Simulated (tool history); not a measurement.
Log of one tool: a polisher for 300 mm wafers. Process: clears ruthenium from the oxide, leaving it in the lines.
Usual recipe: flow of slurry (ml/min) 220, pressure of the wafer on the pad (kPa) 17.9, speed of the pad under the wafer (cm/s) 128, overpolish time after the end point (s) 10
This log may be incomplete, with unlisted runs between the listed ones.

run	day	flow of slurry (ml/min)	pressure of the wafer on the pad (kPa)	speed of the pad under the wafer (cm/s)	overpolish time after the end point (s)	incoming thickness of the incoming film, nm	time until the end point was called (s)
1	0.000	255	22.1	128	10	171.0	79.3
2	1.817	255	22.1	128	10	172.4	79.3
3	5.396	255	22.1	128	10	171.5	78.9
4	8.729	220	17.9	128	6	173.7	94.8
# day 8.996: slurry nozzle cleaned
5	10.321	220	17.9	128	6	171.4	84.7
6	14.296	220	17.9	128	6	169.6	86.4
# day 14.771: worn pad replaced by a new one
7	16.679	220	17.9	128	10	172.1	91.5
8	23.025	185	17.9	128	12	169.6	98.9
9	24.758	220	20.7	128	10	168.9	82.3
10	26.546	220	20.7	128	10	168.2	85.3
11	30.567	220	17.9	128	10	168.9	91.1
12	33.983	220	20.0	156	10	169.0	73.0
# day 35.429: slurry nozzle cleaned
# day 37.829: worn pad replaced by a new one
# day 38.783: head pressure recalibrated
13	41.100	220	20.0	156	10	173.0	67.6
14	44.029	220	17.9	128	10	169.4	87.9
15	47.350	185	17.9	128	12	170.7	94.8
16	51.838	220	14.5	128	10	171.8	103.7
17	54.654	185	17.9	128	12	171.0	101.9
18	58.404	270	17.9	162	10	169.2	71.0
19	60.067	245	17.9	150	10	170.6	81.7
# day 62.008: worn pad replaced by a new one
20	62.029	220	20.7	160	10	170.3	70.5
21	64.233	220	22.8	150	10	171.8	69.7
# day 65.675: slurry nozzle cleaned
22	67.917	220	17.9	106	10	166.9	101.6
23	72.025	285	17.9	128	10	166.7	79.8
24	74.946	220	17.9	150	10	169.1	73.1
# day 76.162: head pressure recalibrated
25	78.200	220	17.9	128	10	167.3	89.8
26	81.417	240	23.4	140	6	172.0	67.9
27	83.004	220	17.9	128	10	169.5	91.3
28	85.754	265	23.4	108	14	168.8	87.2
# day 87.183: worn pad replaced by a new one
29	87.854	285	15.2	128	10	171.1	97.8
30	92.083	170	23.4	86	6	171.4	123.5

The next listed run, before its measurement:
# day 92.321: slurry nozzle cleaned
31	94.971	245	17.9	128	10	171.7	?

time until the end point was called (s): 84.5
Take away the tool's hidden state, keep the run-to-run variation as it was, and the same run would have given time until the end point was called (s) 83.3.
